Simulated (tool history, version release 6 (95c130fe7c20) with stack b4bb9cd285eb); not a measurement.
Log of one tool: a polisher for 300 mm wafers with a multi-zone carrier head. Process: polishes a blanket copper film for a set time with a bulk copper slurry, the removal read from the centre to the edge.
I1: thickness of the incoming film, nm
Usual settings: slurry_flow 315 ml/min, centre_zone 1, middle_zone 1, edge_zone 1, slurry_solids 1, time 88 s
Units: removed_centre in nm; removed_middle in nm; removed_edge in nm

Run 1, hour 0: usual settings but centre_zone 1.08; I1 3999.5. Result: removed_centre 640.1 nm, removed_middle 631 nm, removed_edge 621.6 nm.
Run 2, hour 42.5: usual settings but slurry_solids 0.85, time 107 s; I1 4041.9. Result: removed_centre 675.7 nm, removed_middle 730.6 nm, removed_edge 728.7 nm.
Run 3, hour 100.2: usual settings but slurry_flow 270 ml/min, centre_zone 1.06; I1 4034.3. Result: removed_centre 615.2 nm, removed_middle 614.8 nm, removed_edge 604.9 nm.
At hour 115.1: worn pad replaced by a new one.
Run 4, hour 180.5: usual settings but slurry_solids 1.25; I1 4022.9. Result: removed_centre 635.6 nm, removed_middle 681.7 nm, removed_edge 673.7 nm.
At hour 181.9: slurry nozzle cleaned.
At hour 287.8: edge zone pressure recalibrated.
Run 5, hour 387.1: usual settings but slurry_flow 370 ml/min, time 113 s; I1 4029.3. Result: removed_centre 753.5 nm, removed_middle 808.2 nm, removed_edge 827 nm.
Run 6, hour 449.1: usual settings; I1 4010.3. Result: removed_centre 575.4 nm, removed_middle 624.5 nm, removed_edge 630.6 nm.
At hour 495.9: centre zone pressure recalibrated.
Run 7, hour 500.4: usual settings but centre_zone 1.12, middle_zone 1.08, edge_zone 1.09; I1 4024.9. Result: removed_centre 676.4 nm, removed_middle 661.6 nm, removed_edge 648.2 nm.
At hour 517.1: carrier head's membrane replaced by a new one.
Run 8, hour 575.7: usual settings; I1 3948.7. Result: removed_centre 620.9 nm, removed_middle 628.2 nm, removed_edge 625.5 nm.
Run 9, hour 619.2: usual settings but edge_zone 0.91; I1 4058.5. Result: removed_centre 633.4 nm, removed_middle 630.9 nm, removed_edge 593.1 nm.
Run 10, hour 673.6: usual settings but centre_zone 0.93, middle_zone 0.88; I1 3983.3. Result: removed_centre 599.8 nm, removed_middle 561.8 nm, removed_edge 639.2 nm.
Run 11, hour 756.6: usual settings; I1 3998.2. Result: removed_centre 630.3 nm, removed_middle 623.7 nm, removed_edge 622.3 nm.
At hour 825.9: worn pad replaced by a new one.
Run 12, hour 864.1: usual settings but slurry_flow 205 ml/min, centre_zone 1.06, slurry_solids 1.2; I1 4062.3. Result: removed_centre 638.6 nm, removed_middle 624.5 nm, removed_edge 637.1 nm.
At hour 962: edge zone pressure recalibrated.
Run 13, hour 971.3: usual settings but slurry_flow 265 ml/min, middle_zone 0.89; I1 3972.2. Result: removed_centre 599.3 nm, removed_middle 557.9 nm, removed_edge 615.3 nm.
Run 14, hour 1042.5: usual settings; I1 3977.3. Result: removed_centre 617.9 nm, removed_middle 624.8 nm, removed_edge 629.1 nm.
At hour 1075.2: slurry nozzle cleaned.
Run 15, hour 1141.6: usual settings; I1 4050.8. Result: removed_centre 596.1 nm, removed_middle 625.6 nm, removed_edge 621.4 nm.
Run 16, hour 1243.7: usual settings but centre_zone 1.11, middle_zone 1.09, edge_zone 1.12, time 104 s; I1 4071.1. Result: removed_centre 765.8 nm, removed_middle 804.2 nm, removed_edge 788.4 nm.
Run 17, hour 1303.4: usual settings but edge_zone 0.9; I1 4033.2. Result: removed_centre 596.3 nm, removed_middle 629.9 nm, removed_edge 603.3 nm.
At hour 1334.6: carrier head's membrane replaced by a new one.
Run 18, hour 1359.2: usual settings but time 109 s; I1 4083.9. Result: removed_centre 745.8 nm, removed_middle 780.8 nm, removed_edge 775.1 nm.
Run 19, hour 1448.3: usual settings; I1 4019.5. Result: removed_centre 598.7 nm, removed_middle 624.1 nm, removed_edge 620.5 nm.
At hour 1453: worn pad replaced by a new one.
Run 20, hour 1532.3: usual settings but middle_zone 1.11, time 64 s; I1 4073.5. Result: removed_centre 431 nm, removed_middle 504.3 nm, removed_edge 455 nm.

5 ways to go on from here, each from the tool as it stands after run 20. What would each give?
Run A, hour 1532.8: usual settings but slurry_solids 1.2; I1 4028.1. Result: removed_centre ?, removed_middle ?, removed_edge ?.
Run B, hour 1532.8: usual settings but slurry_flow 255 ml/min, centre_zone 1.1, slurry_solids 0.85; I1 4028.1. Result: removed_centre ?, removed_middle ?, removed_edge ?.
Run C, hour 1532.8: usual settings but centre_zone 0.89, middle_zone 1.08, slurry_solids 1.2, time 98 s; I1 4028.1. Result: removed_centre ?, removed_middle ?, removed_edge ?.
Run D, hour 1532.8: usual settings but centre_zone 1.03, middle_zone 0.88, edge_zone 1.05, time 73 s; I1 4028.1. Result: removed_centre ?, removed_middle ?, removed_edge ?.
Run E, hour 1532.8: usual settings but centre_zone 1.12; I1 4028.1. Result: removed_centre ?, removed_middle ?, removed_edge ?.

run  removed_centre  removed_middle  removed_edge
  A           617.1           651.6         662.4
  B           587.8           576.2         589.5
  C           627.5             775         736.9
  D           497.6           461.4         535.5
  E           642.3           618.8         629.4
Without the tool's hidden state the same runs would have given:
run  removed_centre  removed_middle  removed_edge
  A           657.5           651.4         662.4
  B             626             576         589.5
  C           668.9           774.7         736.9
  D           530.1           461.3         535.5
  E             684           618.6         629.4

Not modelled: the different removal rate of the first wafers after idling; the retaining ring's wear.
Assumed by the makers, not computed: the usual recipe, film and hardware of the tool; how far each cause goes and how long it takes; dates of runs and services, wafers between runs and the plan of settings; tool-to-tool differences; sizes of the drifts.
